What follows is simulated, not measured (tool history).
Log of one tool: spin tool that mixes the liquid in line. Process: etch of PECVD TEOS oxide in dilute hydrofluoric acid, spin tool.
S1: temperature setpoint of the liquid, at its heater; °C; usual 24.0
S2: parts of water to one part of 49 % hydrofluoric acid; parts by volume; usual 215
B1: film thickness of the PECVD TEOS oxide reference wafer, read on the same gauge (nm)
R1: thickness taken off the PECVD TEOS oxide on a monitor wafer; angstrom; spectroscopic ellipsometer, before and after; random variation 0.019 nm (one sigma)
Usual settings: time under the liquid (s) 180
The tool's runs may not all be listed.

Run 1, hour 0.0: usual settings; B1 39.96. Result: R1 68.6 angstrom.
Run 2, hour 16.4: usual settings but S2 295 parts by volume; B1 40.05. Result: R1 45.9 angstrom.
Run 3, hour 29.7: usual settings but S2 295 parts by volume; B1 40.03. Result: R1 45.7 angstrom.
Run 4, hour 38.8: usual settings but S2 295 parts by volume; B1 39.99. Result: R1 45.6 angstrom.
At hour 49.1: gauge calibrated.
Run 5, hour 53.2: usual settings but S1 25.5 °C; B1 40.01. Result: R1 71.6 angstrom.
At hour 63.6: hydrofluoric acid flow meter replaced.
Run 6, hour 64.1: usual settings but S1 25.5 °C; B1 40.03. Result: R1 79.6 angstrom.
Run 7, hour 75.8: usual settings; B1 40.01. Result: R1 75.2 angstrom.
Run 8, hour 92.6: usual settings; B1 39.97. Result: R1 75.4 angstrom.
Run 9, hour 99.1: usual settings but time under the liquid (s) 210; B1 40.00. Result: R1 87.6 angstrom.
Run 10, hour 107.3: usual settings; B1 40.02. Result: R1 74.9 angstrom.
At hour 116.5: gauge calibrated.
At hour 116.7: thermometer replaced.
Run 11, hour 119.9: usual settings but S1 25.5 °C, S2 115 parts by volume; B1 39.99. Result: R1 183.5 angstrom.
Run 12, hour 128.4: usual settings but S2 150 parts by volume, time under the liquid (s) 245; B1 40.02. Result: R1 172.4 angstrom.
Run 13, hour 139.8: usual settings but S1 28.0 °C, S2 270 parts by volume; B1 40.02. Result: R1 71.3 angstrom.
Run 14, hour 152.5: usual settings but S2 120 parts by volume, time under the liquid (s) 105; B1 40.02. Result: R1 95.6 angstrom.

Forecast each of these 5 alternatives for the next run:
Run A, hour 153.0: usual settings but time under the liquid (s) 235; B1 ?. Result: R1 ?.
Run B, hour 153.0: usual settings but S1 21.0 °C, S2 300 parts by volume; B1 ?. Result: R1 ?.
Run C, hour 153.0: usual settings but S1 26.5 °C, time under the liquid (s) 115; B1 ?. Result: R1 ?.
Run D, hour 153.0: usual settings but S1 25.5 °C, S2 155 parts by volume, time under the liquid (s) 260; B1 ?. Result: R1 ?.
Run E, hour 153.0: usual settings but S1 26.5 °C, S2 260 parts by volume, time under the liquid (s) 145; B1 ?. Result: R1 ?.

run     B1     R1
  A  39.99  107.7
  B  39.99   48.7
  C  39.99   57.7
  D  39.99  186.8
  E  39.99   57.2
Without the tool's hidden state the same runs would have given:
run     R1
  A  109.1
  B   49.4
  C   58.4
  D  189.3
  E   58.0
